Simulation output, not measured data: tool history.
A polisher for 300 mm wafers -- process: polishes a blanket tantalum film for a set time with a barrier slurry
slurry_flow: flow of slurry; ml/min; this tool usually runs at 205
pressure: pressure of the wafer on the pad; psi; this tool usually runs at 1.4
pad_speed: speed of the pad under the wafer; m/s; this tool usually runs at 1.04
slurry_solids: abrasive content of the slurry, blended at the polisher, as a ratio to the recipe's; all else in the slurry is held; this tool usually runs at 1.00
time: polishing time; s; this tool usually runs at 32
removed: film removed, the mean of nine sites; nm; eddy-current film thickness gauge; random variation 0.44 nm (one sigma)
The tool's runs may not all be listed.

run	hour	slurry_flow	pressure	pad_speed	slurry_solids	time	wafers since the last listed run	wafers polished on this pad	hours since the slurry nozzle was cleaned	hours since the head pressure was calibrated	hours since the slurry blender was calibrated	incoming thickness of the incoming film, nm	removed
1	0.0	185	1.4	1.04	1.20	32	0	5717	672.0	112.0	277.5	229.6	39.8
# hour 5.9: slurry nozzle cleaned
2	104.5	205	1.4	1.04	1.00	32	1799	7517	98.6	216.5	382.0	229.2	38.3
# hour 117.4: slurry blender recalibrated
# hour 153.5: worn pad replaced by a new one
3	185.1	205	1.4	1.04	1.00	32	1297	549	179.2	297.1	67.7	229.8	39.8
4	282.0	205	1.4	1.04	1.00	32	1684	2234	276.1	394.0	164.6	232.3	38.5
# hour 290.4: head pressure recalibrated
5	346.1	205	1.4	1.04	1.00	32	1079	3313	340.2	55.7	228.7	230.1	36.6
6	445.0	205	1.4	1.04	1.00	32	1719	5033	439.1	154.6	327.6	232.4	39.0
# hour 527.1: slurry blender recalibrated
# hour 574.4: worn pad replaced by a new one
# hour 666.0: slurry nozzle cleaned
# hour 707.6: head pressure recalibrated
7	729.5	205	1.4	1.04	1.00	32	4790	2643	63.5	21.9	202.4	226.2	36.0
8	816.9	205	1.4	1.04	1.00	32	1519	4163	150.9	109.3	289.8	234.3	37.2
9	884.2	205	1.4	1.04	1.00	32	1170	5333	218.2	176.6	357.1	231.8	37.8
# hour 954.7: slurry blender recalibrated
# hour 957.0: worn pad replaced by a new one
10	988.5	205	1.4	1.04	1.00	32	1738	547	322.5	280.9	33.8	229.3	37.5
11	1054.9	205	1.4	0.78	1.00	32	1154	1702	388.9	347.3	100.2	229.5	28.0
12	1152.0	205	1.4	0.78	1.00	32	1688	3390	486.0	444.4	197.3	229.0	28.8
# hour 1195.1: head pressure recalibrated
13	1237.5	165	1.8	1.04	0.70	26	1451	4842	571.5	42.4	282.8	231.5	30.1
14	1333.6	205	1.4	1.04	1.00	40	1670	6513	667.6	138.5	378.9	233.4	47.2
# hour 1352.1: slurry blender recalibrated
# hour 1386.1: slurry nozzle cleaned
15	1420.9	205	1.4	1.04	1.00	32	1465	7979	34.8	225.8	68.8	228.8	38.1
# hour 1453.0: worn pad replaced by a new one
16	1493.2	185	1.6	1.04	1.00	32	1187	699	107.1	298.1	141.1	230.0	42.7
17	1543.8	165	1.8	1.04	0.70	26	879	1579	157.7	348.7	191.7	227.6	32.0
# hour 1632.7: head pressure recalibrated
18	1635.1	250	1.1	1.04	1.00	32	1552	3132	249.0	2.4	283.0	232.5	31.2
19	1726.3	140	1.6	1.04	1.15	32	1585	4717	340.2	93.6	374.2	228.7	39.8
20	1822.9	205	1.4	1.36	1.15	32	1679	6397	436.8	190.2	470.8	231.8	51.9
# hour 1831.4: slurry blender recalibrated
# hour 1873.8: worn pad replaced by a new one
21	1913.0	205	1.4	1.04	1.00	32	1462	680	526.9	280.3	81.6	229.1	39.2
22	1988.4	205	1.6	1.24	1.00	39	1311	1992	602.3	355.7	157.0	226.0	61.8
23	2025.6	240	1.6	1.04	1.00	41	646	2638	639.5	392.9	194.2	228.7	55.8
# hour 2048.8: slurry nozzle cleaned
# hour 2080.7: head pressure recalibrated
24	2107.0	205	1.6	0.86	0.75	32	1363	4002	58.2	26.3	275.6	226.7	30.6
25	2161.3	240	1.0	1.04	1.20	41	944	4946	112.5	80.6	329.9	232.4	41.3

Branching from run 25: 4 alternative next runs. What would each branch give?
A	2161.7	205	1.4	1.04	1.00	28	6	4953	112.9	81.0	330.3	230.5	?
B	2161.7	180	1.4	1.04	1.00	35	6	4953	112.9	81.0	330.3	230.5	?
C	2161.7	205	1.2	1.04	1.00	22	6	4953	112.9	81.0	330.3	230.5	?
D	2161.7	245	1.4	1.04	0.90	35	6	4953	112.9	81.0	330.3	230.5	?

run	removed
A	33.2
B	40.7
C	23.3
D	40.9
Without the tool's hidden state the same runs would have given:
run	removed
A	31.6
B	38.7
C	22.2
D	38.9
